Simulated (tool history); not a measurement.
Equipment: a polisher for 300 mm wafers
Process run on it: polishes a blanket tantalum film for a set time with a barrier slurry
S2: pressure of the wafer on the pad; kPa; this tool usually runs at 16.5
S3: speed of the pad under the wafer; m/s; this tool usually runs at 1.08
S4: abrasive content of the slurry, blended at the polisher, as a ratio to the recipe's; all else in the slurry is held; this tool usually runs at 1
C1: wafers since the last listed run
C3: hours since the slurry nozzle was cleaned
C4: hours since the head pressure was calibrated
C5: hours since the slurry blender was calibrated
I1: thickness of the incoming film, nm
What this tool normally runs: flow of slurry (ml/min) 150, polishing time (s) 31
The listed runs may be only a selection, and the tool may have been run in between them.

run 1 hour=0 | flow_of_slurry_(ml/min)=150 S2=18.6 S3=1.08 S4=1 polishing_time_(s)=31 | C1=0 wafers_polished_on_this_pad=283 C3=222.8 C4=863 C5=159.5 | I1=189.4 | film_removed_(angstrom)=565
run 2 hour=9.2 | flow_of_slurry_(ml/min)=150 S2=18.6 S3=1.08 S4=1 polishing_time_(s)=31 | C1=131 wafers_polished_on_this_pad=415 C3=232 C4=872.2 C5=168.7 | I1=189.6 | film_removed_(angstrom)=569
run 3 hour=23.7 | flow_of_slurry_(ml/min)=150 S2=16.5 S3=1 S4=1 polishing_time_(s)=31 | C1=207 wafers_polished_on_this_pad=623 C3=246.5 C4=886.7 C5=183.2 | I1=186.3 | film_removed_(angstrom)=475
run 4 hour=41.1 | flow_of_slurry_(ml/min)=150 S2=16.5 S3=1 S4=1 polishing_time_(s)=31 | C1=249 wafers_polished_on_this_pad=872 C3=263.9 C4=904.1 C5=200.6 | I1=188.7 | film_removed_(angstrom)=475
run 5 hour=51.4 | flow_of_slurry_(ml/min)=185 S2=16.5 S3=1.08 S4=1 polishing_time_(s)=31 | C1=147 wafers_polished_on_this_pad=1019 C3=274.2 C4=914.4 C5=210.9 | I1=190.1 | film_removed_(angstrom)=531
run 6 hour=62.7 | flow_of_slurry_(ml/min)=185 S2=16.5 S3=1.08 S4=1 polishing_time_(s)=31 | C1=161 wafers_polished_on_this_pad=1181 C3=285.5 C4=925.7 C5=222.2 | I1=189.3 | film_removed_(angstrom)=518
-- hour=68.5 worn pad replaced by a new one
run 7 hour=77.3 | flow_of_slurry_(ml/min)=150 S2=16.5 S3=1.08 S4=1 polishing_time_(s)=31 | C1=151 wafers_polished_on_this_pad=125 C3=300.1 C4=940.3 C5=236.8 | I1=191.2 | film_removed_(angstrom)=523
run 8 hour=93.4 | flow_of_slurry_(ml/min)=150 S2=16.5 S3=1.08 S4=1 polishing_time_(s)=31 | C1=230 wafers_polished_on_this_pad=356 C3=316.2 C4=956.4 C5=252.9 | I1=189.9 | film_removed_(angstrom)=512
run 9 hour=101.7 | flow_of_slurry_(ml/min)=150 S2=16.5 S3=1.08 S4=1 polishing_time_(s)=31 | C1=118 wafers_polished_on_this_pad=475 C3=324.5 C4=964.7 C5=261.2 | I1=188.4 | film_removed_(angstrom)=504
run 10 hour=109.4 | flow_of_slurry_(ml/min)=150 S2=16.5 S3=1.08 S4=1 polishing_time_(s)=31 | C1=110 wafers_polished_on_this_pad=585 C3=332.2 C4=972.4 C5=268.9 | I1=187.4 | film_removed_(angstrom)=498
run 11 hour=126.9 | flow_of_slurry_(ml/min)=150 S2=16.5 S3=1.08 S4=1 polishing_time_(s)=31 | C1=250 wafers_polished_on_this_pad=835 C3=349.7 C4=989.9 C5=286.4 | I1=189.6 | film_removed_(angstrom)=502
-- hour=139.9 worn pad replaced by a new one
run 12 hour=140.4 | flow_of_slurry_(ml/min)=150 S2=16.5 S3=1.08 S4=1 polishing_time_(s)=31 | C1=136 wafers_polished_on_this_pad=7 C3=363.2 C4=1003.4 C5=299.9 | I1=188 | film_removed_(angstrom)=499
run 13 hour=145.9 | flow_of_slurry_(ml/min)=150 S2=13.1 S3=1.08 S4=1 polishing_time_(s)=31 | C1=78 wafers_polished_on_this_pad=86 C3=368.7 C4=1008.9 C5=305.4 | I1=191.2 | film_removed_(angstrom)=432
run 14 hour=155.4 | flow_of_slurry_(ml/min)=150 S2=13.1 S3=1.08 S4=1 polishing_time_(s)=31 | C1=136 wafers_polished_on_this_pad=222 C3=378.2 C4=1018.4 C5=314.9 | I1=192.7 | film_removed_(angstrom)=433
run 15 hour=166 | flow_of_slurry_(ml/min)=150 S2=13.1 S3=1.08 S4=1 polishing_time_(s)=31 | C1=151 wafers_polished_on_this_pad=374 C3=388.8 C4=1029 C5=325.5 | I1=190.1 | film_removed_(angstrom)=429
run 16 hour=173.4 | flow_of_slurry_(ml/min)=150 S2=16.5 S3=1.08 S4=1 polishing_time_(s)=31 | C1=105 wafers_polished_on_this_pad=480 C3=396.2 C4=1036.4 C5=332.9 | I1=186.4 | film_removed_(angstrom)=483
run 17 hour=181.6 | flow_of_slurry_(ml/min)=150 S2=16.5 S3=1.08 S4=1 polishing_time_(s)=31 | C1=117 wafers_polished_on_this_pad=597 C3=404.4 C4=1044.6 C5=341.1 | I1=189 | film_removed_(angstrom)=487
-- hour=195.3 slurry nozzle cleaned
run 18 hour=196.9 | flow_of_slurry_(ml/min)=190 S2=13.8 S3=1.08 S4=0.8 polishing_time_(s)=31 | C1=204 wafers_polished_on_this_pad=802 C3=1.6 C4=1059.9 C5=356.4 | I1=188.9 | film_removed_(angstrom)=369
-- hour=212.1 worn pad replaced by a new one
run 19 hour=212.6 | flow_of_slurry_(ml/min)=195 S2=16.5 S3=1.08 S4=1 polishing_time_(s)=31 | C1=167 wafers_polished_on_this_pad=7 C3=17.3 C4=1075.6 C5=372.1 | I1=190.6 | film_removed_(angstrom)=484
run 20 hour=219.2 | flow_of_slurry_(ml/min)=130 S2=16.5 S3=1.08 S4=1 polishing_time_(s)=42 | C1=94 wafers_polished_on_this_pad=102 C3=23.9 C4=1082.2 C5=378.7 | I1=193.5 | film_removed_(angstrom)=625
run 21 hour=235.1 | flow_of_slurry_(ml/min)=150 S2=16.5 S3=1 S4=1 polishing_time_(s)=31 | C1=227 wafers_polished_on_this_pad=330 C3=39.8 C4=1098.1 C5=394.6 | I1=191.3 | film_removed_(angstrom)=426
run 22 hour=246.2 | flow_of_slurry_(ml/min)=150 S2=16.5 S3=0.9 S4=0.85 polishing_time_(s)=31 | C1=158 wafers_polished_on_this_pad=489 C3=50.9 C4=1109.2 C5=405.7 | I1=189.1 | film_removed_(angstrom)=339
-- hour=255.6 slurry blender recalibrated
run 23 hour=256 | flow_of_slurry_(ml/min)=180 S2=18.6 S3=0.72 S4=1.3 polishing_time_(s)=31 | C1=111 wafers_polished_on_this_pad=600 C3=60.7 C4=1119 C5=0.4 | I1=190 | film_removed_(angstrom)=455
run 24 hour=265.8 | flow_of_slurry_(ml/min)=150 S2=16.5 S3=1.08 S4=1 polishing_time_(s)=21 | C1=140 wafers_polished_on_this_pad=741 C3=70.5 C4=1128.8 C5=10.2 | I1=188 | film_removed_(angstrom)=362
run 25 hour=275.1 | flow_of_slurry_(ml/min)=150 S2=16.5 S3=1.08 S4=1.1 polishing_time_(s)=31 | C1=133 wafers_polished_on_this_pad=874 C3=79.8 C4=1138.1 C5=19.5 | I1=190.7 | film_removed_(angstrom)=572
-- hour=293.6 worn pad replaced by a new one
-- hour=295 head pressure recalibrated
run 26 hour=295.5 | flow_of_slurry_(ml/min)=150 S2=14.5 S3=1.08 S4=1 polishing_time_(s)=31 | C1=214 wafers_polished_on_this_pad=7 C3=100.2 C4=0.5 C5=39.9 | I1=193.6 | film_removed_(angstrom)=497
run 27 hour=310.1 | flow_of_slurry_(ml/min)=150 S2=16.5 S3=1.08 S4=1 polishing_time_(s)=31 | C1=209 wafers_polished_on_this_pad=216 C3=114.8 C4=15.1 C5=54.5 | I1=187.3 | film_removed_(angstrom)=543
run 28 hour=322 | flow_of_slurry_(ml/min)=150 S2=16.5 S3=1.08 S4=1 polishing_time_(s)=31 | C1=170 wafers_polished_on_this_pad=386 C3=126.7 C4=27 C5=66.4 | I1=190.7 | film_removed_(angstrom)=545
-- hour=362.9 worn pad replaced by a new one
run 29 hour=363.4 | flow_of_slurry_(ml/min)=200 S2=16.5 S3=1.08 S4=1 polishing_time_(s)=31 | C1=535 wafers_polished_on_this_pad=7 C3=168.1 C4=68.4 C5=107.8 | I1=190.9 | film_removed_(angstrom)=543
run 30 hour=379.8 | flow_of_slurry_(ml/min)=150 S2=16.5 S3=0.94 S4=1 polishing_time_(s)=22 | C1=234 wafers_polished_on_this_pad=242 C3=184.5 C4=84.8 C5=124.2 | I1=192.5 | film_removed_(angstrom)=327

Consider 3 possible next runs. They are alternatives, not a sequence: every one starts from the tool as it was left by run 30. What does each give?
run A hour=380.2 | flow_of_slurry_(ml/min)=150 S2=16.5 S3=1.08 S4=1 polishing_time_(s)=31 | C1=5 wafers_polished_on_this_pad=247 C3=184.9 C4=85.2 C5=124.6 | I1=188.8 | film_removed_(angstrom)=?
run B hour=380.2 | flow_of_slurry_(ml/min)=150 S2=19.3 S3=1.08 S4=0.9 polishing_time_(s)=31 | C1=5 wafers_polished_on_this_pad=247 C3=184.9 C4=85.2 C5=124.6 | I1=188.8 | film_removed_(angstrom)=?
run C hour=380.2 | flow_of_slurry_(ml/min)=150 S2=16.5 S3=0.96 S4=1 polishing_time_(s)=31 | C1=5 wafers_polished_on_this_pad=247 C3=184.9 C4=85.2 C5=124.6 | I1=188.8 | film_removed_(angstrom)=?

run=A film_removed_(angstrom)=521
run=B film_removed_(angstrom)=537
run=C film_removed_(angstrom)=463
Without the tool's unlogged condition, the same runs would have read:
run=A film_removed_(angstrom)=559
run=B film_removed_(angstrom)=581
run=C film_removed_(angstrom)=497
